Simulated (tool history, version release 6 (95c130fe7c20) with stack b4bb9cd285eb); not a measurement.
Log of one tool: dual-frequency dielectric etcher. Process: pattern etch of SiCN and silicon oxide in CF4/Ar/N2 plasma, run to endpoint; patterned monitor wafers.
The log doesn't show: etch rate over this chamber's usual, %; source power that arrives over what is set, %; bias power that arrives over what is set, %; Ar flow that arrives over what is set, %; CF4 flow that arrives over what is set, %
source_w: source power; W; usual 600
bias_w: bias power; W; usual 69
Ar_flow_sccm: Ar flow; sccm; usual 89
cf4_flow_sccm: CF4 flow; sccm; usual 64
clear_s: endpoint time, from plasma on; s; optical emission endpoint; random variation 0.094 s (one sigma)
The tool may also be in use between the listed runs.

| run | hour | source_w | bias_w | Ar_flow_sccm | cf4_flow_sccm | wafers since the last listed run | hours since the last wet clean | hours since the last source power generator calibration | hours since the last bias power generator calibration | hours since the last Ar flow controller change | hours since the last CF4 flow controller change | hours since the last upper electrode change | incoming incoming film thickness, nm | clear_s |
|---|---|---|---|---|---|---|---|---|---|---|---|---|---|---|
| 1 | 0.0 | 600 | 64 | 89 | 76 | 0 | 241.1 | 3611.0 | 3628.5 | 5002.3 | 2034.0 | 3821.8 | 13.45 | 11.6 |
| 2 | 16.9 | 600 | 64 | 89 | 76 | 374 | 258.0 | 3627.9 | 3645.4 | 5019.2 | 2050.9 | 3838.7 | 13.22 | 11.5 |
| 3 | 41.0 | 600 | 64 | 89 | 76 | 534 | 282.1 | 3652.0 | 3669.5 | 5043.3 | 2075.0 | 3862.8 | 13.37 | 11.7 |
|  | 86.1 | upper electrode replaced, of another model than before |
| 4 | 86.6 | 600 | 69 | 89 | 64 | 478 | 327.7 | 3697.6 | 3715.1 | 5088.9 | 2120.6 | 0.5 | 13.20 | 11.3 |
|  | 94.4 | bias power generator calibrated |
| 5 | 97.3 | 600 | 69 | 89 | 64 | 148 | 338.4 | 3708.3 | 2.9 | 5099.6 | 2131.3 | 11.2 | 13.36 | 11.5 |
|  | 120.6 | CF4 flow controller replaced |
| 6 | 121.1 | 600 | 69 | 98 | 64 | 394 | 362.2 | 3732.1 | 26.7 | 5123.4 | 0.5 | 35.0 | 13.26 | 11.8 |
| 7 | 148.6 | 600 | 69 | 89 | 64 | 609 | 389.7 | 3759.6 | 54.2 | 5150.9 | 28.0 | 62.5 | 13.40 | 11.6 |
| 8 | 161.0 | 600 | 83 | 71 | 64 | 274 | 402.1 | 3772.0 | 66.6 | 5163.3 | 40.4 | 74.9 | 13.40 | 10.6 |
| 9 | 177.1 | 530 | 63 | 100 | 79 | 356 | 418.2 | 3788.1 | 82.7 | 5179.4 | 56.5 | 91.0 | 13.13 | 14.1 |
| 10 | 189.2 | 600 | 69 | 89 | 64 | 268 | 430.3 | 3800.2 | 94.8 | 5191.5 | 68.6 | 103.1 | 13.32 | 11.7 |
| 11 | 205.2 | 500 | 69 | 79 | 64 | 354 | 446.3 | 3816.2 | 110.8 | 5207.5 | 84.6 | 119.1 | 13.22 | 15.1 |
|  | 220.3 | Ar flow controller replaced |
| 12 | 237.6 | 700 | 52 | 73 | 64 | 585 | 478.7 | 3848.6 | 143.2 | 17.3 | 117.0 | 151.5 | 13.42 | 9.7 |
| 13 | 253.7 | 600 | 69 | 89 | 64 | 356 | 494.8 | 3864.7 | 159.3 | 33.4 | 133.1 | 167.6 | 13.33 | 11.8 |
| 14 | 268.5 | 600 | 59 | 89 | 51 | 328 | 509.6 | 3879.5 | 174.1 | 48.2 | 147.9 | 182.4 | 13.35 | 12.3 |
|  | 301.1 | wet clean of the chamber |
| 15 | 301.6 | 600 | 60 | 82 | 64 | 201 | 0.5 | 3912.6 | 207.2 | 81.3 | 181.0 | 215.5 | 13.34 | 11.6 |
|  | 338.0 | source power generator calibrated |
| 16 | 392.1 | 600 | 69 | 89 | 64 | 1917 | 91.0 | 54.1 | 297.7 | 171.8 | 271.5 | 306.0 | 13.34 | 11.4 |
| 17 | 418.9 | 600 | 69 | 74 | 64 | 594 | 117.8 | 80.9 | 324.5 | 198.6 | 298.3 | 332.8 | 13.20 | 11.2 |
| 18 | 435.7 | 600 | 69 | 110 | 64 | 372 | 134.6 | 97.7 | 341.3 | 215.4 | 315.1 | 349.6 | 13.20 | 11.7 |
| 19 | 457.8 | 520 | 54 | 95 | 52 | 489 | 156.7 | 119.8 | 363.4 | 237.5 | 337.2 | 371.7 | 13.32 | 15.8 |
| 20 | 548.5 | 510 | 75 | 68 | 75 | 2010 | 247.4 | 210.5 | 454.1 | 328.2 | 427.9 | 462.4 | 13.32 | 13.9 |
| 21 | 579.3 | 600 | 69 | 89 | 64 | 682 | 278.2 | 241.3 | 484.9 | 359.0 | 458.7 | 493.2 | 13.26 | 11.6 |
| 22 | 603.8 | 510 | 83 | 74 | 77 | 543 | 302.7 | 265.8 | 509.4 | 383.5 | 483.2 | 517.7 | 13.25 | 13.6 |
| 23 | 620.5 | 600 | 69 | 107 | 64 | 370 | 319.4 | 282.5 | 526.1 | 400.2 | 499.9 | 534.4 | 13.25 | 12.1 |
| 24 | 643.9 | 600 | 85 | 80 | 64 | 518 | 342.8 | 305.9 | 549.5 | 423.6 | 523.3 | 557.8 | 13.28 | 11.0 |

4 ways to go on from here, each from the tool as it stands after run 24. What would each give?
| A | 644.3 | 600 | 79 | 89 | 64 | 8 | 343.2 | 306.3 | 549.9 | 424.0 | 523.7 | 558.2 | 13.29 | ? |
| B | 644.3 | 600 | 69 | 89 | 52 | 8 | 343.2 | 306.3 | 549.9 | 424.0 | 523.7 | 558.2 | 13.29 | ? |
| C | 644.3 | 600 | 69 | 108 | 64 | 8 | 343.2 | 306.3 | 549.9 | 424.0 | 523.7 | 558.2 | 13.29 | ? |
| D | 644.3 | 600 | 69 | 104 | 64 | 8 | 343.2 | 306.3 | 549.9 | 424.0 | 523.7 | 558.2 | 13.29 | ? |

| run | clear_s |
|---|---|
| A | 11.2 |
| B | 11.8 |
| C | 11.9 |
| D | 11.8 |
Without the tool's hidden state the same runs would have given:
| run | clear_s |
|---|---|
| A | 10.9 |
| B | 11.5 |
| C | 11.6 |
| D | 11.5 |
